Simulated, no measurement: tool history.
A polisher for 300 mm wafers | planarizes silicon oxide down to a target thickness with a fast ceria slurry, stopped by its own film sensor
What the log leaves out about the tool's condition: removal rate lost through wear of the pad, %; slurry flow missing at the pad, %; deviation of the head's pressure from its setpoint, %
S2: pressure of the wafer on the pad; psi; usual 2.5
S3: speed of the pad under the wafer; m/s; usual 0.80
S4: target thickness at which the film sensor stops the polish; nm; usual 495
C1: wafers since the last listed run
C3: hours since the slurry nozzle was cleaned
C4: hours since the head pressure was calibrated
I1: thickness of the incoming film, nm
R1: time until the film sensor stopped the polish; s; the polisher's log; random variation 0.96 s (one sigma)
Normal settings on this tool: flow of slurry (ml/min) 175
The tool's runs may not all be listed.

run 1 day=0.000 | flow_of_slurry_(ml/min)=160 S2=2.5 S3=0.80 S4=495 | C1=0 wafers_polished_on_this_pad=658 C3=249.5 C4=467.5 | I1=1224.6 | R1=75.7
run 2 day=2.883 | flow_of_slurry_(ml/min)=160 S2=2.5 S3=0.80 S4=495 | C1=582 wafers_polished_on_this_pad=1241 C3=318.7 C4=536.7 | I1=1211.6 | R1=74.2
-- day=5.712 slurry nozzle cleaned
run 3 day=6.429 | flow_of_slurry_(ml/min)=175 S2=2.5 S3=0.80 S4=495 | C1=708 wafers_polished_on_this_pad=1949 C3=17.2 C4=621.8 | I1=1217.2 | R1=74.1
-- day=7.400 worn pad replaced by a new one
run 4 day=10.275 | flow_of_slurry_(ml/min)=175 S2=2.5 S3=0.80 S4=495 | C1=743 wafers_polished_on_this_pad=581 C3=109.5 C4=714.1 | I1=1207.1 | R1=73.6
run 5 day=12.533 | flow_of_slurry_(ml/min)=175 S2=2.5 S3=0.80 S4=495 | C1=456 wafers_polished_on_this_pad=1037 C3=163.7 C4=768.3 | I1=1213.3 | R1=74.6
run 6 day=16.871 | flow_of_slurry_(ml/min)=175 S2=2.5 S3=0.80 S4=364 | C1=876 wafers_polished_on_this_pad=1913 C3=267.8 C4=872.4 | I1=1209.5 | R1=85.2
-- day=19.212 worn pad replaced by a new one
run 7 day=21.054 | flow_of_slurry_(ml/min)=175 S2=2.5 S3=0.96 S4=495 | C1=811 wafers_polished_on_this_pad=372 C3=368.2 C4=972.8 | I1=1214.9 | R1=62.0
run 8 day=22.612 | flow_of_slurry_(ml/min)=175 S2=2.5 S3=0.96 S4=495 | C1=314 wafers_polished_on_this_pad=687 C3=405.6 C4=1010.2 | I1=1208.7 | R1=62.7
-- day=26.208 slurry nozzle cleaned
run 9 day=26.700 | flow_of_slurry_(ml/min)=175 S2=2.5 S3=0.80 S4=495 | C1=817 wafers_polished_on_this_pad=1504 C3=11.8 C4=1108.3 | I1=1223.3 | R1=73.9
run 10 day=30.267 | flow_of_slurry_(ml/min)=175 S2=2.5 S3=0.72 S4=495 | C1=720 wafers_polished_on_this_pad=2225 C3=97.4 C4=1193.9 | I1=1202.1 | R1=78.6
-- day=30.567 worn pad replaced by a new one
-- day=31.721 head pressure recalibrated
run 11 day=33.562 | flow_of_slurry_(ml/min)=155 S2=2.5 S3=1.02 S4=495 | C1=615 wafers_polished_on_this_pad=588 C3=176.5 C4=44.2 | I1=1220.8 | R1=60.0
run 12 day=36.067 | flow_of_slurry_(ml/min)=175 S2=2.5 S3=0.94 S4=495 | C1=505 wafers_polished_on_this_pad=1094 C3=236.6 C4=104.3 | I1=1221.9 | R1=63.4
run 13 day=39.175 | flow_of_slurry_(ml/min)=140 S2=2.5 S3=0.70 S4=495 | C1=628 wafers_polished_on_this_pad=1722 C3=311.2 C4=178.9 | I1=1208.5 | R1=84.2
-- day=40.204 worn pad replaced by a new one
run 14 day=42.521 | flow_of_slurry_(ml/min)=175 S2=2.5 S3=0.80 S4=738 | C1=642 wafers_polished_on_this_pad=468 C3=391.5 C4=259.2 | I1=1226.5 | R1=49.4
run 15 day=44.888 | flow_of_slurry_(ml/min)=175 S2=2.5 S3=0.80 S4=495 | C1=478 wafers_polished_on_this_pad=946 C3=448.3 C4=316.0 | I1=1199.4 | R1=71.6
-- day=47.488 slurry nozzle cleaned
run 16 day=48.000 | flow_of_slurry_(ml/min)=125 S2=2.5 S3=0.80 S4=349 | C1=620 wafers_polished_on_this_pad=1566 C3=12.3 C4=390.7 | I1=1219.5 | R1=89.9
run 17 day=49.900 | flow_of_slurry_(ml/min)=175 S2=2.5 S3=0.80 S4=495 | C1=383 wafers_polished_on_this_pad=1950 C3=57.9 C4=436.3 | I1=1225.7 | R1=74.5
-- day=51.083 worn pad replaced by a new one
run 18 day=52.267 | flow_of_slurry_(ml/min)=230 S2=3.1 S3=0.90 S4=697 | C1=444 wafers_polished_on_this_pad=239 C3=114.7 C4=493.1 | I1=1230.3 | R1=38.9

Below are 3 alternative next runs, each starting from the tool's condition after run 18. Predict each:
run A day=52.283 | flow_of_slurry_(ml/min)=175 S2=2.5 S3=0.80 S4=330 | C1=3 wafers_polished_on_this_pad=242 C3=115.1 C4=493.5 | I1=1188.1 | R1=?
run B day=52.283 | flow_of_slurry_(ml/min)=175 S2=2.5 S3=0.58 S4=495 | C1=3 wafers_polished_on_this_pad=242 C3=115.1 C4=493.5 | I1=1188.1 | R1=?
run C day=52.283 | flow_of_slurry_(ml/min)=200 S2=2.5 S3=0.80 S4=737 | C1=3 wafers_polished_on_this_pad=242 C3=115.1 C4=493.5 | I1=1188.1 | R1=?

run=A R1=86.5
run=B R1=91.7
run=C R1=44.9
The same runs, with their run-to-run variation unchanged, on a tool lacking any hidden condition would have given:
run=A R1=86.5
run=B R1=91.7
run=C R1=44.9

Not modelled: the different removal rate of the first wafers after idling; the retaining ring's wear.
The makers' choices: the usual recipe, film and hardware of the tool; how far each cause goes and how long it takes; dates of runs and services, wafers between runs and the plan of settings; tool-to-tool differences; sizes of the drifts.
